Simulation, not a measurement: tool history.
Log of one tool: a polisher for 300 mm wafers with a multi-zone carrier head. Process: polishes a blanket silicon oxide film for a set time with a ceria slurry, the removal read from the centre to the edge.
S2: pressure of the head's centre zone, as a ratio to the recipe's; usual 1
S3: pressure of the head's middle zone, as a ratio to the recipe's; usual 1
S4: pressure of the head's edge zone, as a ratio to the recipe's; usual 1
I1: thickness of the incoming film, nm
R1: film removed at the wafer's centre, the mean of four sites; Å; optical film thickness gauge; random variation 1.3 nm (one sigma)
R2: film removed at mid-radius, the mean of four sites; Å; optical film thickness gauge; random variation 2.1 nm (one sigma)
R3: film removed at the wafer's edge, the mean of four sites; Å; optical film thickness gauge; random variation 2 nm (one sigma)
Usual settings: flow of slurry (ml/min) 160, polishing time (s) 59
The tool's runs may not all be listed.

run 1 hour=0 | flow_of_slurry_(ml/min)=160 S2=1 S3=1 S4=0.91 polishing_time_(s)=59 | I1=1139.2 | R1=1998 R2=2026 R3=1915
-- hour=8.8 slurry nozzle cleaned
run 2 hour=69.8 | flow_of_slurry_(ml/min)=160 S2=1 S3=1 S4=1.09 polishing_time_(s)=59 | I1=1126.3 | R1=2039 R2=1999 R3=2079
-- hour=115.3 worn pad replaced by a new one
run 3 hour=138.4 | flow_of_slurry_(ml/min)=140 S2=1 S3=1 S4=1 polishing_time_(s)=59 | I1=1115.2 | R1=2001 R2=1973 R3=1979
run 4 hour=183.1 | flow_of_slurry_(ml/min)=160 S2=1 S3=1 S4=1 polishing_time_(s)=59 | I1=1146.5 | R1=2046 R2=1985 R3=2036
run 5 hour=249.5 | flow_of_slurry_(ml/min)=160 S2=1 S3=1 S4=1 polishing_time_(s)=59 | I1=1120.5 | R1=2070 R2=1994 R3=1999
run 6 hour=283.7 | flow_of_slurry_(ml/min)=160 S2=1 S3=1 S4=1 polishing_time_(s)=59 | I1=1111.4 | R1=2100 R2=2030 R3=1992
-- hour=297.2 worn pad replaced by a new one
-- hour=325.8 slurry nozzle cleaned
run 7 hour=330.3 | flow_of_slurry_(ml/min)=160 S2=1.04 S3=1 S4=1 polishing_time_(s)=59 | I1=1119.9 | R1=2169 R2=1981 R3=2036
-- hour=365.2 edge zone pressure recalibrated
run 8 hour=372.5 | flow_of_slurry_(ml/min)=160 S2=1.04 S3=1 S4=1 polishing_time_(s)=59 | I1=1127.7 | R1=2194 R2=2011 R3=2031
run 9 hour=442.9 | flow_of_slurry_(ml/min)=160 S2=1.04 S3=1 S4=1 polishing_time_(s)=59 | I1=1108.9 | R1=2199 R2=2023 R3=2011
-- hour=455.2 worn pad replaced by a new one
run 10 hour=485.7 | flow_of_slurry_(ml/min)=160 S2=0.94 S3=1 S4=0.91 polishing_time_(s)=71 | I1=1135.2 | R1=2437 R2=2411 R3=2317
run 11 hour=540.1 | flow_of_slurry_(ml/min)=160 S2=1 S3=1 S4=1 polishing_time_(s)=59 | I1=1131.2 | R1=2141 R2=2003 R3=2024
-- hour=551.2 centre zone pressure recalibrated
-- hour=567 carrier head's membrane replaced by a new one
-- hour=597.5 slurry nozzle cleaned
run 12 hour=604.4 | flow_of_slurry_(ml/min)=160 S2=1 S3=0.89 S4=1 polishing_time_(s)=59 | I1=1124.3 | R1=2253 R2=1817 R3=2078
-- hour=640 worn pad replaced by a new one
run 13 hour=651.1 | flow_of_slurry_(ml/min)=160 S2=1 S3=1 S4=1.07 polishing_time_(s)=59 | I1=1147.1 | R1=2283 R2=1999 R3=2071
run 14 hour=704.8 | flow_of_slurry_(ml/min)=160 S2=1 S3=1 S4=1.07 polishing_time_(s)=52 | I1=1126.4 | R1=2015 R2=1725 R3=1852

Forecast run 15:
-- hour=755.9 centre zone pressure recalibrated, repeated, since the last time left the tool worse
-- hour=845.3 worn pad replaced by a new one
run 15 hour=845.8 | flow_of_slurry_(ml/min)=160 S2=1 S3=0.93 S4=1 polishing_time_(s)=67 | I1=1129.8 | R1=? R2=? R3=?

R1: 2239 Å
R2: 2156 Å
R3: 2329 Å
Without the tool's hidden state the same run would have given R1 2239 Å, R2 2156 Å, R3 2329 Å.
